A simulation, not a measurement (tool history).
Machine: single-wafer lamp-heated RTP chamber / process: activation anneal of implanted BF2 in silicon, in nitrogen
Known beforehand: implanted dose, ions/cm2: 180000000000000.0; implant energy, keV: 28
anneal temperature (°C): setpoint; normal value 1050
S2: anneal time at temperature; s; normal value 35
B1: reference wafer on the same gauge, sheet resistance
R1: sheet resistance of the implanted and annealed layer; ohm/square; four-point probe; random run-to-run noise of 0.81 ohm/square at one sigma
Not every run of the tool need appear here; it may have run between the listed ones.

{"run": 1, "hour": 0.0, "anneal temperature (°C)": 1050, "S2": 35, "B1": 489.1, "R1": 537.04}
{"run": 2, "hour": 62.3, "anneal temperature (°C)": 1050, "S2": 35, "B1": 489.07, "R1": 536.23}
{"hour": 95.4, "done": "reflector plate cleaned"}
{"hour": 96.7, "done": "pyrometer window cleaned and pyrometer calibrated"}
{"run": 3, "hour": 102.4, "anneal temperature (°C)": 1050, "S2": 35, "B1": 489.08, "R1": 536.8}
{"run": 4, "hour": 185.3, "anneal temperature (°C)": 1044, "S2": 25, "B1": 489.15, "R1": 543.85}
{"run": 5, "hour": 266.1, "anneal temperature (°C)": 1044, "S2": 25, "B1": 488.93, "R1": 541.8}
{"run": 6, "hour": 346.8, "anneal temperature (°C)": 1050, "S2": 35, "B1": 489.0, "R1": 536.23}
{"run": 7, "hour": 446.9, "anneal temperature (°C)": 1050, "S2": 35, "B1": 488.94, "R1": 535.66}
{"run": 8, "hour": 525.4, "anneal temperature (°C)": 1050, "S2": 35, "B1": 488.94, "R1": 534.8}
{"hour": 558.8, "done": "reflector plate cleaned"}
{"hour": 569.6, "done": "pyrometer window cleaned and pyrometer calibrated"}
{"run": 9, "hour": 632.0, "anneal temperature (°C)": 1050, "S2": 35, "B1": 489.08, "R1": 536.87}
{"run": 10, "hour": 714.0, "anneal temperature (°C)": 1050, "S2": 35, "B1": 489.02, "R1": 536.0}
{"run": 11, "hour": 795.4, "anneal temperature (°C)": 1050, "S2": 35, "B1": 488.83, "R1": 534.87}
{"run": 12, "hour": 870.3, "anneal temperature (°C)": 1061, "S2": 35, "B1": 489.09, "R1": 533.13}
{"run": 13, "hour": 907.3, "anneal temperature (°C)": 1061, "S2": 35, "B1": 488.99, "R1": 532.94}
{"run": 14, "hour": 949.8, "anneal temperature (°C)": 1050, "S2": 35, "B1": 489.05, "R1": 534.79}
{"hour": 964.8, "done": "pyrometer window cleaned and pyrometer calibrated"}
{"hour": 1025.9, "done": "reflector plate cleaned"}
{"run": 15, "hour": 1026.4, "anneal temperature (°C)": 1050, "S2": 35, "B1": 488.93, "R1": 537.56}
{"run": 16, "hour": 1108.6, "anneal temperature (°C)": 1050, "S2": 35, "B1": 488.98, "R1": 535.54}
{"hour": 1180.4, "done": "gauge calibrated"}
{"run": 17, "hour": 1209.5, "anneal temperature (°C)": 1040, "S2": 35, "B1": 488.99, "R1": 537.49}
{"run": 18, "hour": 1287.2, "anneal temperature (°C)": 1065, "S2": 35, "B1": 489.01, "R1": 531.43}
{"run": 19, "hour": 1344.8, "anneal temperature (°C)": 1050, "S2": 27, "B1": 489.01, "R1": 538.74}
{"run": 20, "hour": 1413.7, "anneal temperature (°C)": 1078, "S2": 35, "B1": 489.14, "R1": 526.28}
{"hour": 1423.8, "done": "pyrometer window cleaned and pyrometer calibrated"}
{"run": 21, "hour": 1458.4, "anneal temperature (°C)": 1059, "S2": 55, "B1": 488.97, "R1": 526.97}
{"hour": 1486.1, "done": "reflector plate cleaned"}
{"run": 22, "hour": 1508.8, "anneal temperature (°C)": 1033, "S2": 29, "B1": 488.88, "R1": 541.9}
{"run": 23, "hour": 1577.4, "anneal temperature (°C)": 1050, "S2": 35, "B1": 488.81, "R1": 536.68}
{"run": 24, "hour": 1624.2, "anneal temperature (°C)": 1076, "S2": 51, "B1": 489.12, "R1": 519.82}
{"run": 25, "hour": 1704.8, "anneal temperature (°C)": 1022, "S2": 27, "B1": 489.03, "R1": 544.96}
{"run": 26, "hour": 1763.0, "anneal temperature (°C)": 1070, "S2": 18, "B1": 488.93, "R1": 539.08}
{"run": 27, "hour": 1829.4, "anneal temperature (°C)": 1078, "S2": 49, "B1": 489.07, "R1": 519.0}
{"hour": 1878.4, "done": "pyrometer window cleaned and pyrometer calibrated"}
{"run": 28, "hour": 1904.9, "anneal temperature (°C)": 1050, "S2": 52, "B1": 488.93, "R1": 532.45}
{"hour": 1918.1, "done": "reflector plate cleaned"}
{"run": 29, "hour": 2001.5, "anneal temperature (°C)": 1050, "S2": 35, "B1": 488.95, "R1": 537.04}
{"run": 30, "hour": 2084.7, "anneal temperature (°C)": 1062, "S2": 47, "B1": 489.02, "R1": 526.4}

Forecast each of these 5 alternatives for the next run:
{"run": "A", "hour": 2085.1, "anneal temperature (°C)": 1050, "S2": 35, "B1": "?", "R1": "?"}
{"run": "B", "hour": 2085.1, "anneal temperature (°C)": 1072, "S2": 19, "B1": "?", "R1": "?"}
{"run": "C", "hour": 2085.1, "anneal temperature (°C)": 1066, "S2": 35, "B1": "?", "R1": "?"}
{"run": "D", "hour": 2085.1, "anneal temperature (°C)": 1070, "S2": 23, "B1": "?", "R1": "?"}
{"run": "E", "hour": 2085.1, "anneal temperature (°C)": 1023, "S2": 48, "B1": "?", "R1": "?"}

run=A B1=489.03 R1=534.95
run=B B1=489.03 R1=537.99
run=C B1=489.03 R1=530.36
run=D B1=489.03 R1=535.84
run=E B1=489.03 R1=537.47
With the hidden condition removed and each run's random variation left untouched, the same runs would have given:
run=A R1=537.83
run=B R1=540.59
run=C R1=533.78
run=D R1=538.68
run=E R1=540.14

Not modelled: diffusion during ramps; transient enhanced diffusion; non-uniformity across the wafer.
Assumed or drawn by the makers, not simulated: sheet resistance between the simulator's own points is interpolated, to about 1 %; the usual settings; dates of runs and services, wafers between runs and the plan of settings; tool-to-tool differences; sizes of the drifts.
